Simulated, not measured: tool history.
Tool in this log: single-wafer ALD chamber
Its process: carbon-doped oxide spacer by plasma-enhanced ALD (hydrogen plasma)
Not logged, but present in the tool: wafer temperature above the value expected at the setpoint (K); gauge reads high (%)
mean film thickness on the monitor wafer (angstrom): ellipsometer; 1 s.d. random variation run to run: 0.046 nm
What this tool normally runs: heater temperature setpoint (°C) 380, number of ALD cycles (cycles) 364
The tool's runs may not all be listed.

run,hour,heater temperature setpoint (°C),number of ALD cycles (cycles),wafers since the last listed run,hours since the last thermocouple change,hours since the gauge calibration,"read-back reference wafer on the same gauge, thickness_nm",mean film thickness on the monitor wafer (angstrom)
1,0,380,364,0,679.6,63.4,16.411,184.13
2,30.9,380,364,36,710.5,94.3,16.444,183.97
3,85.7,380,364,65,765.3,149.1,16.424,184.49
4,116.2,380,364,36,795.8,179.6,16.455,183.9
5,183.6,380,364,80,863.2,247,16.446,184.53
6,254.8,380,364,84,934.4,318.2,16.492,184.72
7,293.8,383,364,46,973.4,357.2,16.502,184.78
8,361.5,383,364,80,1041.1,424.9,16.593,185.55
# hour 406.1: thermocouple changed; heater temperature recalibrated
9,406.6,383,364,44,0.5,470,16.614,185.25
10,435.2,380,399,34,29.1,498.6,16.614,204.18
11,487.4,380,399,62,81.3,550.8,16.667,204.59
12,515.3,370,364,33,109.2,578.7,16.692,186.5
13,548.2,380,364,39,142.1,611.6,16.721,186.95
14,599.3,380,394,60,193.2,662.7,16.791,203.03
15,661.1,380,412,73,255,724.5,16.852,214.06
16,700.3,373,364,46,294.2,763.7,16.897,189.12
# hour 718: gauge calibrated
17,758.6,371,309,69,352.5,40.6,16.44,155.68
18,817.2,380,364,69,411.1,99.2,16.423,183.49

Run 19 comes next. What will it give?
19,874.6,391,391,68,468.5,156.6,?,?

Run 19 produced read-back reference wafer on the same gauge, thickness_nm 16.439, mean film thickness on the monitor wafer (angstrom) 197.86.
Minus the tool's unlogged condition, the same run would have read mean film thickness on the monitor wafer (angstrom) 197.29.

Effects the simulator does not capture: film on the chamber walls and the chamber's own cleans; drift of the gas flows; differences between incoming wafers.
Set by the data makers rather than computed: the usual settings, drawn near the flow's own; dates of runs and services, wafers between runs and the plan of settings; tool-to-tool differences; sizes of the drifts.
